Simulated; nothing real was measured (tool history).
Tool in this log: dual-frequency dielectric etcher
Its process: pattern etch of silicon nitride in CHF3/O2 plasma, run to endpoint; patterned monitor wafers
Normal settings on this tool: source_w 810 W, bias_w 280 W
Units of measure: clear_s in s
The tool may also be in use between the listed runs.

| run | hour | source_w | bias_w | wafers since the last listed run | hours since the last wet clean | hours since the last source power generator calibration | hours since the last bias power generator calibration | hours since the last upper electrode change | incoming incoming film thickness, nm | clear_s |
|---|---|---|---|---|---|---|---|---|---|---|
| 1 | 0.0 | 810 | 280 | 0 | 62.6 | 3573.3 | 3747.7 | 5576.1 | 87.5 | 45.7 |
| 2 | 6.8 | 810 | 280 | 55 | 69.4 | 3580.1 | 3754.5 | 5582.9 | 87.8 | 45.8 |
| 3 | 16.6 | 680 | 280 | 80 | 79.2 | 3589.9 | 3764.3 | 5592.7 | 87.7 | 48.1 |
| 4 | 29.7 | 680 | 280 | 107 | 92.3 | 3603.0 | 3777.4 | 5605.8 | 88.2 | 48.6 |
| 5 | 41.6 | 810 | 280 | 97 | 104.2 | 3614.9 | 3789.3 | 5617.7 | 87.6 | 45.4 |
| 6 | 48.6 | 810 | 280 | 57 | 111.2 | 3621.9 | 3796.3 | 5624.7 | 87.8 | 46.3 |
| 7 | 62.4 | 810 | 280 | 113 | 125.0 | 3635.7 | 3810.1 | 5638.5 | 88.1 | 45.6 |
| 8 | 75.9 | 810 | 280 | 110 | 138.5 | 3649.2 | 3823.6 | 5652.0 | 88.7 | 45.8 |
| 9 | 89.7 | 810 | 280 | 113 | 152.3 | 3663.0 | 3837.4 | 5665.8 | 87.5 | 45.7 |
| 10 | 102.0 | 810 | 280 | 100 | 164.6 | 3675.3 | 3849.7 | 5678.1 | 87.1 | 45.0 |
| 11 | 112.4 | 810 | 280 | 85 | 175.0 | 3685.7 | 3860.1 | 5688.5 | 87.7 | 45.5 |
| 12 | 122.6 | 810 | 280 | 83 | 185.2 | 3695.9 | 3870.3 | 5698.7 | 87.8 | 45.6 |
| 13 | 155.4 | 750 | 280 | 268 | 218.0 | 3728.7 | 3903.1 | 5731.5 | 88.1 | 46.5 |
| 14 | 166.6 | 940 | 280 | 91 | 229.2 | 3739.9 | 3914.3 | 5742.7 | 87.1 | 43.1 |
|  | 184.0 | source power generator calibrated |
| 15 | 184.5 | 880 | 215 | 113 | 247.1 | 0.5 | 3932.2 | 5760.6 | 87.7 | 48.9 |
|  | 218.5 | upper electrode replaced |
| 16 | 219.0 | 750 | 216 | 86 | 281.6 | 35.0 | 3966.7 | 0.5 | 87.1 | 50.4 |
| 17 | 219.3 | 810 | 280 | 2 | 281.9 | 35.3 | 3967.0 | 0.8 | 88.2 | 45.9 |
| 18 | 229.5 | 880 | 306 | 83 | 292.1 | 45.5 | 3977.2 | 11.0 | 87.5 | 42.6 |
| 19 | 236.1 | 1000 | 239 | 54 | 298.7 | 52.1 | 3983.8 | 17.6 | 88.3 | 45.1 |
| 20 | 253.7 | 670 | 335 | 144 | 316.3 | 69.7 | 4001.4 | 35.2 | 87.9 | 45.3 |
|  | 287.0 | wet clean of the chamber |
| 21 | 287.5 | 750 | 341 | 80 | 0.5 | 103.5 | 4035.2 | 69.0 | 86.8 | 43.1 |
| 22 | 287.9 | 660 | 319 | 3 | 0.9 | 103.9 | 4035.6 | 69.4 | 86.7 | 46.0 |
|  | 296.2 | bias power generator calibrated |
| 23 | 296.7 | 810 | 280 | 39 | 9.7 | 112.7 | 0.5 | 78.2 | 87.9 | 46.4 |
| 24 | 308.6 | 810 | 280 | 97 | 21.6 | 124.6 | 12.4 | 90.1 | 87.4 | 45.7 |
| 25 | 318.3 | 810 | 260 | 79 | 31.3 | 134.3 | 22.1 | 99.8 | 88.3 | 47.0 |
| 26 | 334.8 | 810 | 254 | 135 | 47.8 | 150.8 | 38.6 | 116.3 | 88.2 | 47.4 |
| 27 | 351.9 | 880 | 349 | 140 | 64.9 | 167.9 | 55.7 | 133.4 | 87.8 | 40.7 |
| 28 | 359.7 | 670 | 214 | 63 | 72.7 | 175.7 | 63.5 | 141.2 | 87.8 | 53.2 |
| 29 | 375.1 | 810 | 280 | 126 | 88.1 | 191.1 | 78.9 | 156.6 | 88.7 | 46.0 |

Alternative continuations, all from the tool just after run 29; predict every row:
| A | 375.5 | 810 | 299 | 3 | 88.5 | 191.5 | 79.3 | 157.0 | 88.3 | ? |
| B | 375.5 | 950 | 280 | 3 | 88.5 | 191.5 | 79.3 | 157.0 | 88.3 | ? |
| C | 375.5 | 950 | 340 | 3 | 88.5 | 191.5 | 79.3 | 157.0 | 88.3 | ? |
| D | 375.5 | 760 | 234 | 3 | 88.5 | 191.5 | 79.3 | 157.0 | 88.3 | ? |
| E | 375.5 | 700 | 240 | 3 | 88.5 | 191.5 | 79.3 | 157.0 | 88.3 | ? |

| run | clear_s |
|---|---|
| A | 45.1 |
| B | 43.7 |
| C | 40.7 |
| D | 50.3 |
| E | 51.2 |
Without the tool's unlogged condition, the same runs would have read:
| run | clear_s |
|---|---|
| A | 45.1 |
| B | 43.7 |
| C | 40.7 |
| D | 50.3 |
| E | 51.2 |
